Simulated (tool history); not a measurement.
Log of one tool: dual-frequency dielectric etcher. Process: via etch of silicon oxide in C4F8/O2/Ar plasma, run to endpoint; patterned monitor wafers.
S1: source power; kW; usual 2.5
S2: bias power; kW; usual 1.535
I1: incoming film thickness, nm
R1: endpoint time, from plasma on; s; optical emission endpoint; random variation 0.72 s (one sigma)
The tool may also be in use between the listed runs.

run	hour	S1	S2	I1	R1
1	0	2.8	1.535	1241.3	233
2	57.2	2.8	1.535	1251.6	235.2
3	95.7	2.8	1.535	1237.9	233.9
4	145.3	2.5	1.535	1236.1	244.5
5	195.4	2.5	1.535	1244.7	246.5
6	247.5	2.5	1.535	1255.7	251.1
7	300.1	2.5	1.535	1253.5	251.2
8	330.1	2.5	1.535	1244.6	250.7
# hour 369.5: wet clean of the chamber
9	392.9	2.5	1.535	1241	242.2
10	452.4	2.5	1.535	1247.7	244.4
# hour 611.5: upper electrode replaced
11	653	2.5	1.535	1262.5	251.5
# hour 700.1: source power generator calibrated
12	721.3	2.5	1.366	1250.8	251.4
# hour 815.6: wet clean of the chamber
13	816.1	2.94	1.535	1251	226.9
# hour 844.8: bias power generator calibrated
14	864	2.88	1.535	1255.5	230.3
15	892.4	2.13	1.217	1255.8	267
16	956.8	2.5	1.772	1243.6	235.8
17	1021.5	2.5	1.535	1242.9	242.8
18	1085.1	3.04	1.727	1253.8	223.6
# hour 1202.3: wet clean of the chamber
19	1256.7	2.66	1.792	1245.1	228.1

Forecast each of these 5 alternatives for the next run:
A	1257.2	3	1.535	1235.6	?
B	1257.2	2.5	1.727	1235.6	?
C	1257.2	2.1	1.772	1235.6	?
D	1257.2	2.5	1.159	1235.6	?
E	1257.2	2.5	1.672	1235.6	?

run	R1
A	222.6
B	232.1
C	245.1
D	249.6
E	233.6
Without the tool's hidden state the same runs would have given:
run	R1
A	220.9
B	230.3
C	243.2
D	247.6
E	231.8
